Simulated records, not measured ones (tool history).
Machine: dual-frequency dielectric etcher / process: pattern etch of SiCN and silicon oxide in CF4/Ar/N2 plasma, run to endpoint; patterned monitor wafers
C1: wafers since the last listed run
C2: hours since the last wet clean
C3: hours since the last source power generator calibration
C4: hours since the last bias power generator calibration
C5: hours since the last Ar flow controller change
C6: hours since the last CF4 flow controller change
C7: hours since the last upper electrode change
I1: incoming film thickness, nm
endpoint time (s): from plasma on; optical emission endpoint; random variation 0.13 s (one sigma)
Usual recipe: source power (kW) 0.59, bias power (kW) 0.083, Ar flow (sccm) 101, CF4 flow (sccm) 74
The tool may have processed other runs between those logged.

run 1 day=0 | source_power_(kW)=0.59 bias_power_(kW)=0.083 Ar_flow_(sccm)=101 CF4_flow_(sccm)=74 | C1=0 C2=354.3 C3=336.1 C4=3131.5 C5=1500.8 C6=2979.9 C7=199.5 | I1=17.53 | endpoint_time_(s)=15.1
run 2 day=1.662 | source_power_(kW)=0.59 bias_power_(kW)=0.083 Ar_flow_(sccm)=101 CF4_flow_(sccm)=74 | C1=432 C2=394.2 C3=376 C4=3171.4 C5=1540.7 C6=3019.8 C7=239.4 | I1=17.18 | endpoint_time_(s)=15
run 3 day=2.962 | source_power_(kW)=0.59 bias_power_(kW)=0.083 Ar_flow_(sccm)=101 CF4_flow_(sccm)=74 | C1=338 C2=425.4 C3=407.2 C4=3202.6 C5=1571.9 C6=3051 C7=270.6 | I1=17.34 | endpoint_time_(s)=14.9
run 4 day=6.567 | source_power_(kW)=0.59 bias_power_(kW)=0.083 Ar_flow_(sccm)=101 CF4_flow_(sccm)=74 | C1=937 C2=511.9 C3=493.7 C4=3289.1 C5=1658.4 C6=3137.5 C7=357.1 | I1=17.59 | endpoint_time_(s)=15.1
-- day=9.071 wet clean of the chamber
run 5 day=9.308 | source_power_(kW)=0.59 bias_power_(kW)=0.083 Ar_flow_(sccm)=101 CF4_flow_(sccm)=74 | C1=453 C2=5.7 C3=559.5 C4=3354.9 C5=1724.2 C6=3203.3 C7=422.9 | I1=17.26 | endpoint_time_(s)=15.6
run 6 day=11.546 | source_power_(kW)=0.59 bias_power_(kW)=0.083 Ar_flow_(sccm)=101 CF4_flow_(sccm)=74 | C1=582 C2=59.4 C3=613.2 C4=3408.6 C5=1777.9 C6=3257 C7=476.6 | I1=17.38 | endpoint_time_(s)=15.5
run 7 day=13.821 | source_power_(kW)=0.71 bias_power_(kW)=0.083 Ar_flow_(sccm)=101 CF4_flow_(sccm)=92 | C1=591 C2=114 C3=667.8 C4=3463.2 C5=1832.5 C6=3311.6 C7=531.2 | I1=17.42 | endpoint_time_(s)=13.3
run 8 day=14.954 | source_power_(kW)=0.59 bias_power_(kW)=0.096 Ar_flow_(sccm)=101 CF4_flow_(sccm)=56 | C1=294 C2=141.2 C3=695 C4=3490.4 C5=1859.7 C6=3338.8 C7=558.4 | I1=17.36 | endpoint_time_(s)=15.3
-- day=16.429 bias power generator calibrated
run 9 day=16.996 | source_power_(kW)=0.59 bias_power_(kW)=0.083 Ar_flow_(sccm)=101 CF4_flow_(sccm)=74 | C1=487 C2=190.2 C3=744 C4=13.6 C5=1908.7 C6=3387.8 C7=607.4 | I1=17.45 | endpoint_time_(s)=15.5
run 10 day=20.567 | source_power_(kW)=0.59 bias_power_(kW)=0.1 Ar_flow_(sccm)=90 CF4_flow_(sccm)=74 | C1=928 C2=275.9 C3=829.7 C4=99.3 C5=1994.4 C6=3473.5 C7=693.1 | I1=17.54 | endpoint_time_(s)=14.1
run 11 day=21.662 | source_power_(kW)=0.59 bias_power_(kW)=0.083 Ar_flow_(sccm)=101 CF4_flow_(sccm)=74 | C1=285 C2=302.2 C3=856 C4=125.6 C5=2020.7 C6=3499.8 C7=719.4 | I1=17.66 | endpoint_time_(s)=15.6
-- day=22.217 Ar flow controller replaced
run 12 day=23.504 | source_power_(kW)=0.59 bias_power_(kW)=0.064 Ar_flow_(sccm)=101 CF4_flow_(sccm)=74 | C1=414 C2=346.4 C3=900.2 C4=169.8 C5=30.9 C6=3544 C7=763.6 | I1=17.52 | endpoint_time_(s)=17
run 13 day=26.058 | source_power_(kW)=0.55 bias_power_(kW)=0.083 Ar_flow_(sccm)=101 CF4_flow_(sccm)=74 | C1=664 C2=407.7 C3=961.5 C4=231.1 C5=92.2 C6=3605.3 C7=824.9 | I1=17.49 | endpoint_time_(s)=15.7
run 14 day=27.808 | source_power_(kW)=0.54 bias_power_(kW)=0.071 Ar_flow_(sccm)=101 CF4_flow_(sccm)=74 | C1=455 C2=449.7 C3=1003.5 C4=273.1 C5=134.2 C6=3647.3 C7=866.9 | I1=17.38 | endpoint_time_(s)=16.6
-- day=29.462 CF4 flow controller replaced
-- day=30.571 wet clean of the chamber
run 15 day=30.654 | source_power_(kW)=0.5 bias_power_(kW)=0.073 Ar_flow_(sccm)=87 CF4_flow_(sccm)=85 | C1=415 C2=2 C3=1071.8 C4=341.4 C5=202.5 C6=28.6 C7=935.2 | I1=17.41 | endpoint_time_(s)=17
run 16 day=33.433 | source_power_(kW)=0.59 bias_power_(kW)=0.064 Ar_flow_(sccm)=101 CF4_flow_(sccm)=74 | C1=723 C2=68.7 C3=1138.5 C4=408.1 C5=269.2 C6=95.3 C7=1001.9 | I1=17.53 | endpoint_time_(s)=17.6
run 17 day=34.812 | source_power_(kW)=0.59 bias_power_(kW)=0.083 Ar_flow_(sccm)=78 CF4_flow_(sccm)=83 | C1=358 C2=101.8 C3=1171.6 C4=441.2 C5=302.3 C6=128.4 C7=1035 | I1=17.42 | endpoint_time_(s)=14.6
run 18 day=36.579 | source_power_(kW)=0.59 bias_power_(kW)=0.083 Ar_flow_(sccm)=101 CF4_flow_(sccm)=74 | C1=459 C2=144.2 C3=1214 C4=483.6 C5=344.7 C6=170.8 C7=1077.4 | I1=17.55 | endpoint_time_(s)=15.5
run 19 day=39.267 | source_power_(kW)=0.67 bias_power_(kW)=0.083 Ar_flow_(sccm)=94 CF4_flow_(sccm)=74 | C1=699 C2=208.7 C3=1278.5 C4=548.1 C5=409.2 C6=235.3 C7=1141.9 | I1=17.46 | endpoint_time_(s)=14.3
run 20 day=41.662 | source_power_(kW)=0.67 bias_power_(kW)=0.083 Ar_flow_(sccm)=112 CF4_flow_(sccm)=86 | C1=623 C2=266.2 C3=1336 C4=605.6 C5=466.7 C6=292.8 C7=1199.4 | I1=17.36 | endpoint_time_(s)=14.2
run 21 day=43.888 | source_power_(kW)=0.59 bias_power_(kW)=0.083 Ar_flow_(sccm)=101 CF4_flow_(sccm)=74 | C1=578 C2=319.6 C3=1389.4 C4=659 C5=520.1 C6=346.2 C7=1252.8 | I1=17.28 | endpoint_time_(s)=15.3
run 22 day=46.746 | source_power_(kW)=0.59 bias_power_(kW)=0.083 Ar_flow_(sccm)=125 CF4_flow_(sccm)=91 | C1=743 C2=388.2 C3=1458 C4=727.6 C5=588.7 C6=414.8 C7=1321.4 | I1=17.31 | endpoint_time_(s)=15.1
-- day=49.642 wet clean of the chamber
run 23 day=49.662 | source_power_(kW)=0.59 bias_power_(kW)=0.083 Ar_flow_(sccm)=122 CF4_flow_(sccm)=74 | C1=498 C2=0.5 C3=1528 C4=797.6 C5=658.7 C6=484.8 C7=1391.4 | I1=17.36 | endpoint_time_(s)=16.2
run 24 day=52.45 | source_power_(kW)=0.59 bias_power_(kW)=0.083 Ar_flow_(sccm)=101 CF4_flow_(sccm)=81 | C1=725 C2=67.4 C3=1594.9 C4=864.5 C5=725.6 C6=551.7 C7=1458.3 | I1=17.21 | endpoint_time_(s)=15

What if the next run were any one of these 4? Each begins from the tool's condition after run 24:
run A day=52.467 | source_power_(kW)=0.51 bias_power_(kW)=0.083 Ar_flow_(sccm)=101 CF4_flow_(sccm)=74 | C1=4 C2=67.8 C3=1595.3 C4=864.9 C5=726 C6=552.1 C7=1458.7 | I1=17.55 | endpoint_time_(s)=?
run B day=52.467 | source_power_(kW)=0.63 bias_power_(kW)=0.072 Ar_flow_(sccm)=113 CF4_flow_(sccm)=74 | C1=4 C2=67.8 C3=1595.3 C4=864.9 C5=726 C6=552.1 C7=1458.7 | I1=17.55 | endpoint_time_(s)=?
run C day=52.467 | source_power_(kW)=0.63 bias_power_(kW)=0.092 Ar_flow_(sccm)=89 CF4_flow_(sccm)=63 | C1=4 C2=67.8 C3=1595.3 C4=864.9 C5=726 C6=552.1 C7=1458.7 | I1=17.55 | endpoint_time_(s)=?
run D day=52.467 | source_power_(kW)=0.49 bias_power_(kW)=0.066 Ar_flow_(sccm)=120 CF4_flow_(sccm)=74 | C1=4 C2=67.8 C3=1595.3 C4=864.9 C5=726 C6=552.1 C7=1458.7 | I1=17.55 | endpoint_time_(s)=?

run=A endpoint_time_(s)=16.6
run=B endpoint_time_(s)=16.1
run=C endpoint_time_(s)=14.4
run=D endpoint_time_(s)=19.2
Stripped of hidden state, with their random variation kept, the same runs would have yielded:
run=A endpoint_time_(s)=16.8
run=B endpoint_time_(s)=16.3
run=C endpoint_time_(s)=14.6
run=D endpoint_time_(s)=19.4
